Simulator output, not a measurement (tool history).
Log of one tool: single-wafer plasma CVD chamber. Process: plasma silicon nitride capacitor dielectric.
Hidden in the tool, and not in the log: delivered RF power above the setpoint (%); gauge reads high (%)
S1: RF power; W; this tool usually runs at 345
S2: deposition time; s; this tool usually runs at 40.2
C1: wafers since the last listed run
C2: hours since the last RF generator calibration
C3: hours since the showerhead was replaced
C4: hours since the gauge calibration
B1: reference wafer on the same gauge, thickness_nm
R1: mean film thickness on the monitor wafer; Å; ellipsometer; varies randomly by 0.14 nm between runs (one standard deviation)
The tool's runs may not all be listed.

Run 1, hour 0: usual settings but S1 385 W; C1 0; C2 335.6; C3 1020.6; C4 1586; B1 47.837. Result: R1 524.7 Å.
Run 2, hour 62.9: usual settings but S1 385 W; C1 1855; C2 398.5; C3 1083.5; C4 1648.9; B1 47.849. Result: R1 526.13 Å.
Run 3, hour 107: usual settings but S1 380 W; C1 1300; C2 442.6; C3 1127.6; C4 1693; B1 47.858. Result: R1 525.17 Å.
Run 4, hour 165.1: usual settings but S1 380 W; C1 1713; C2 500.7; C3 1185.7; C4 1751.1; B1 47.87. Result: R1 524.77 Å.
Run 5, hour 242.6: usual settings but S1 380 W; C1 2286; C2 578.2; C3 1263.2; C4 1828.6; B1 47.892. Result: R1 526.17 Å.
Run 6, hour 294.1: usual settings; C1 1519; C2 629.7; C3 1314.7; C4 1880.1; B1 47.938. Result: R1 507.36 Å.
Run 7, hour 377.6: usual settings but S2 37.7 s; C1 2463; C2 713.2; C3 1398.2; C4 1963.6; B1 47.932. Result: R1 476.64 Å.
Run 8, hour 441.2: usual settings but S2 37.7 s; C1 1876; C2 776.8; C3 1461.8; C4 2027.2; B1 47.954. Result: R1 479.46 Å.
Run 9, hour 530.8: usual settings but S2 37.7 s; C1 2643; C2 866.4; C3 1551.4; C4 2116.8; B1 47.973. Result: R1 480.37 Å.
Run 10, hour 577.4: usual settings; C1 1374; C2 913; C3 1598; C4 2163.4; B1 47.999. Result: R1 508.49 Å.
Run 11, hour 665.7: usual settings; C1 2604; C2 1001.3; C3 1686.3; C4 2251.7; B1 47.995. Result: R1 512.22 Å.
Run 12, hour 769.1: usual settings; C1 3050; C2 1104.7; C3 1789.7; C4 2355.1; B1 48.066. Result: R1 512.87 Å.
Run 13, hour 834.8: usual settings; C1 1938; C2 1170.4; C3 1855.4; C4 2420.8; B1 48.054. Result: R1 511.36 Å.
Run 14, hour 905.1: usual settings; C1 2073; C2 1240.7; C3 1925.7; C4 2491.1; B1 48.076. Result: R1 510.21 Å.
Run 15, hour 1189.7: usual settings but S2 44.7 s; C1 8395; C2 1525.3; C3 2210.3; C4 2775.7; B1 48.145. Result: R1 567.37 Å.
Run 16, hour 1272.3: usual settings; C1 2436; C2 1607.9; C3 2292.9; C4 2858.3; B1 48.193. Result: R1 512.31 Å.
Run 17, hour 1318.9: usual settings; C1 1374; C2 1654.5; C3 2339.5; C4 2904.9; B1 48.195. Result: R1 513.49 Å.
Run 18, hour 1401.8: usual settings; C1 2445; C2 1737.4; C3 2422.4; C4 2987.8; B1 48.233. Result: R1 514.39 Å.
Run 19, hour 1477: usual settings; C1 2218; C2 1812.6; C3 2497.6; C4 3063; B1 48.232. Result: R1 514.34 Å.
Run 20, hour 1550.4: usual settings; C1 2165; C2 1886; C3 2571; C4 3136.4; B1 48.253. Result: R1 514.43 Å.
At hour 1590: RF generator calibrated.
Run 21, hour 1595.3: usual settings; C1 1088; C2 5.3; C3 2615.9; C4 3181.3; B1 48.254. Result: R1 512.61 Å.
Run 22, hour 1676.5: usual settings but S1 360 W, S2 37.5 s; C1 2395; C2 86.5; C3 2697.1; C4 3262.5; B1 48.265. Result: R1 484.89 Å.
Run 23, hour 1765.7: usual settings but S1 280 W, S2 34.4 s; C1 2631; C2 175.7; C3 2786.3; C4 3351.7; B1 48.288. Result: R1 413.81 Å.
Run 24, hour 1817.3: usual settings but S2 45.2 s; C1 1522; C2 227.3; C3 2837.9; C4 3403.3; B1 48.286. Result: R1 577.77 Å.
Run 25, hour 1885.7: usual settings; C1 2017; C2 295.7; C3 2906.3; C4 3471.7; B1 48.349. Result: R1 512.83 Å.
Run 26, hour 1956.2: usual settings but S1 290 W, S2 37.5 s; C1 2079; C2 366.2; C3 2976.8; C4 3542.2; B1 48.362. Result: R1 455.28 Å.
Run 27, hour 2037.7: usual settings; C1 2404; C2 447.7; C3 3058.3; C4 3623.7; B1 48.382. Result: R1 513.35 Å.
At hour 2054.5: showerhead replaced.
Run 28, hour 2085.1: usual settings but S1 285 W, S2 35.7 s; C1 1162; C2 495.1; C3 30.6; C4 3671.1; B1 48.381. Result: R1 432.27 Å.
Run 29, hour 2124.8: usual settings but S1 290 W, S2 43.6 s; C1 1171; C2 534.8; C3 70.3; C4 3710.8; B1 48.402. Result: R1 534.69 Å.
At hour 2126.6: gauge calibrated.
Run 30, hour 2220.8: usual settings but S1 380 W; C1 2831; C2 630.8; C3 166.3; C4 94.2; B1 47.653. Result: R1 521.83 Å.
Run 31, hour 2542.5: usual settings but S1 285 W, S2 45.5 s; C1 9489; C2 952.5; C3 488; C4 415.9; B1 47.729. Result: R1 542.83 Å.
Run 32, hour 2601.1: usual settings but S1 305 W, S2 34.5 s; C1 1728; C2 1011.1; C3 546.6; C4 474.5; B1 47.762. Result: R1 421.2 Å.
Run 33, hour 2707.5: usual settings but S1 405 W, S2 34.8 s; C1 3138; C2 1117.5; C3 653; C4 580.9; B1 47.808. Result: R1 463.55 Å.
Run 34, hour 2783: usual settings; C1 2227; C2 1193; C3 728.5; C4 656.4; B1 47.797. Result: R1 506.83 Å.
Run 35, hour 2833.5: usual settings but S1 375 W, S2 46.1 s; C1 1489; C2 1243.5; C3 779; C4 706.9; B1 47.784. Result: R1 596.31 Å.
Run 36, hour 2928.3: usual settings but S1 405 W, S2 34.8 s; C1 2796; C2 1338.3; C3 873.8; C4 801.7; B1 47.856. Result: R1 462.67 Å.
Run 37, hour 3001.9: usual settings but S1 300 W, S2 44.3 s; C1 2171; C2 1411.9; C3 947.4; C4 875.3; B1 47.869. Result: R1 538.27 Å.
Run 38, hour 3076: usual settings but S1 400 W, S2 34.3 s; C1 2185; C2 1486; C3 1021.5; C4 949.4; B1 47.857. Result: R1 455.02 Å.
Run 39, hour 3116.6: usual settings but S1 410 W, S2 46.5 s; C1 1197; C2 1526.6; C3 1062.1; C4 990; B1 47.884. Result: R1 615.66 Å.
Run 40, hour 3222.4: usual settings but S1 415 W, S2 36.3 s; C1 3120; C2 1632.4; C3 1167.9; C4 1095.8; B1 47.918. Result: R1 487.19 Å.
Run 41, hour 3270.6: usual settings but S1 390 W, S2 33.1 s; C1 1421; C2 1680.6; C3 1216.1; C4 1144; B1 47.939. Result: R1 434.69 Å.

Across each entry between runs, compare the hidden state at the last listed run before it with the hidden state at the first listed run after it:
From run 20 to run 21: RF generator calibrated (hour 1590)
  gauge reads high (%): 1.57 -> 1.6
  the result without the hidden state subtracted from the measured one, R1: +7.96 -> +8.05 Å
From run 27 to run 28: showerhead replaced (hour 2054.5)
  gauge reads high (%): 1.84 -> 1.87
  the result without the hidden state subtracted from the measured one, R1: +9.28 -> +7.93 Å
From run 29 to run 30: gauge calibrated (hour 2126.6)
  gauge reads high (%): 1.89 -> 0.318
  the result without the hidden state subtracted from the measured one, R1: +9.92 -> +1.65 Å
